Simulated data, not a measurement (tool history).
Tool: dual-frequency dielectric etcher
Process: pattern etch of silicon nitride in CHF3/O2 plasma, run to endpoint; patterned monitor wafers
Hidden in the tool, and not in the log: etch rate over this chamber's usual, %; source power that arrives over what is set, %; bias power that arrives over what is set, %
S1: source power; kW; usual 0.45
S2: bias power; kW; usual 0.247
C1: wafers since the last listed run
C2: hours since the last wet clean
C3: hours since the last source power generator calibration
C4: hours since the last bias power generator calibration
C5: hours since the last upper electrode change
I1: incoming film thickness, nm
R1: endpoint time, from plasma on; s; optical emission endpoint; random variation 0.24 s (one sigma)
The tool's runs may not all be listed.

| run | day | S1 | S2 | C1 | C2 | C3 | C4 | C5 | I1 | R1 |
|---|---|---|---|---|---|---|---|---|---|---|
| 1 | 0 | 0.45 | 0.247 | 0 | 4.4 | 2707.4 | 2601.1 | 2161.6 | 93.2 | 62.3 |
| 2 | 0.538 | 0.45 | 0.247 | 192 | 17.3 | 2720.3 | 2614 | 2174.5 | 92.3 | 61.4 |
| 3 | 1.275 | 0.45 | 0.229 | 263 | 35 | 2738 | 2631.7 | 2192.2 | 91.1 | 63.5 |
| 4 | 2.208 | 0.45 | 0.247 | 333 | 57.4 | 2760.4 | 2654.1 | 2214.6 | 93.4 | 61.7 |
| 5 | 2.767 | 0.45 | 0.247 | 199 | 70.8 | 2773.8 | 2667.5 | 2228 | 92.5 | 61.3 |
|  | 5.033 | source power generator calibrated |
| 6 | 6.338 | 0.45 | 0.247 | 1217 | 156.5 | 31.3 | 2753.2 | 2313.7 | 91.7 | 60 |
| 7 | 6.912 | 0.45 | 0.247 | 205 | 170.3 | 45.1 | 2767 | 2327.5 | 92.3 | 60.3 |
| 8 | 7.779 | 0.45 | 0.295 | 309 | 191.1 | 65.9 | 2787.8 | 2348.3 | 92.3 | 54.4 |
| 9 | 8.671 | 0.45 | 0.295 | 318 | 212.5 | 87.3 | 2809.2 | 2369.7 | 92.3 | 54.7 |
| 10 | 9.175 | 0.4 | 0.247 | 180 | 224.6 | 99.4 | 2821.3 | 2381.8 | 92.5 | 62.5 |
| 11 | 9.779 | 0.4 | 0.247 | 216 | 239.1 | 113.9 | 2835.8 | 2396.3 | 92.4 | 62.1 |
|  | 10.275 | bias power generator calibrated |
| 12 | 11.258 | 0.4 | 0.247 | 469 | 274.6 | 149.4 | 23.6 | 2431.8 | 91.7 | 61.2 |
| 13 | 12.708 | 0.45 | 0.247 | 518 | 309.4 | 184.2 | 58.4 | 2466.6 | 92.4 | 59.6 |
| 14 | 13.392 | 0.42 | 0.275 | 244 | 325.8 | 200.6 | 74.8 | 2483 | 91.1 | 55.9 |
| 15 | 14.842 | 0.54 | 0.23 | 518 | 360.6 | 235.4 | 109.6 | 2517.8 | 92 | 57.7 |
| 16 | 15.858 | 0.37 | 0.21 | 363 | 385 | 259.8 | 134 | 2542.2 | 94 | 70.3 |
|  | 17.554 | wet clean of the chamber |
| 17 | 17.575 | 0.45 | 0.247 | 256 | 0.5 | 301 | 175.2 | 2583.4 | 93 | 62.2 |
| 18 | 19.488 | 0.49 | 0.216 | 683 | 46.4 | 346.9 | 221.1 | 2629.3 | 92.5 | 64.9 |
| 19 | 20.912 | 0.41 | 0.294 | 509 | 80.6 | 381.1 | 255.3 | 2663.5 | 92.8 | 57.5 |
| 20 | 21.712 | 0.36 | 0.19 | 286 | 99.8 | 400.3 | 274.5 | 2682.7 | 91.6 | 76.1 |
| 21 | 22.925 | 0.53 | 0.247 | 433 | 128.9 | 429.4 | 303.6 | 2711.8 | 92.3 | 57.6 |
| 22 | 23.825 | 0.42 | 0.276 | 321 | 150.5 | 451 | 325.2 | 2733.4 | 93.5 | 59 |
| 23 | 24.346 | 0.45 | 0.247 | 186 | 163 | 463.5 | 337.7 | 2745.9 | 92 | 60.7 |
|  | 25.412 | upper electrode replaced |
| 24 | 25.433 | 0.49 | 0.216 | 31 | 189.1 | 489.6 | 363.8 | 0.5 | 93.7 | 64.3 |
| 25 | 26.15 | 0.45 | 0.247 | 256 | 206.3 | 506.8 | 381 | 17.7 | 93.2 | 60.9 |
| 26 | 26.654 | 0.54 | 0.189 | 180 | 218.4 | 518.9 | 393.1 | 29.8 | 91.9 | 65.8 |
| 27 | 27.871 | 0.41 | 0.227 | 435 | 247.6 | 548.1 | 422.3 | 59 | 91.8 | 64.7 |
| 28 | 28.567 | 0.52 | 0.279 | 248 | 264.3 | 564.8 | 439 | 75.7 | 92.2 | 53 |
| 29 | 29.442 | 0.49 | 0.207 | 312 | 285.3 | 585.8 | 460 | 96.7 | 92.4 | 64.4 |
| 30 | 30.658 | 0.37 | 0.292 | 435 | 314.5 | 615 | 489.2 | 125.9 | 93.2 | 58 |
| 31 | 31.488 | 0.38 | 0.247 | 296 | 334.4 | 634.9 | 509.1 | 145.8 | 91.3 | 61.9 |
|  | 33.696 | wet clean of the chamber |
| 32 | 33.717 | 0.53 | 0.226 | 439 | 0.5 | 688.4 | 562.6 | 199.3 | 92.3 | 61.6 |
| 33 | 33.729 | 0.49 | 0.264 | 4 | 0.8 | 688.7 | 562.9 | 199.6 | 92.8 | 58.5 |
| 34 | 34.825 | 0.54 | 0.215 | 391 | 27.1 | 715 | 589.2 | 225.9 | 92.7 | 63.4 |
| 35 | 35.358 | 0.45 | 0.279 | 190 | 39.9 | 727.8 | 602 | 238.7 | 92.1 | 58.1 |

Forecast each of these 4 alternatives for the next run:
| A | 35.375 | 0.45 | 0.247 | 5 | 40.3 | 728.2 | 602.4 | 239.1 | 93.2 | ? |
| B | 35.375 | 0.55 | 0.3 | 5 | 40.3 | 728.2 | 602.4 | 239.1 | 93.2 | ? |
| C | 35.375 | 0.35 | 0.247 | 5 | 40.3 | 728.2 | 602.4 | 239.1 | 93.2 | ? |
| D | 35.375 | 0.56 | 0.247 | 5 | 40.3 | 728.2 | 602.4 | 239.1 | 93.2 | ? |

| run | R1 |
|---|---|
| A | 62.2 |
| B | 52.3 |
| C | 67.5 |
| D | 57.8 |
Without the tool's hidden state the same runs would have given:
| run | R1 |
|---|---|
| A | 62.2 |
| B | 52.3 |
| C | 67.5 |
| D | 57.8 |

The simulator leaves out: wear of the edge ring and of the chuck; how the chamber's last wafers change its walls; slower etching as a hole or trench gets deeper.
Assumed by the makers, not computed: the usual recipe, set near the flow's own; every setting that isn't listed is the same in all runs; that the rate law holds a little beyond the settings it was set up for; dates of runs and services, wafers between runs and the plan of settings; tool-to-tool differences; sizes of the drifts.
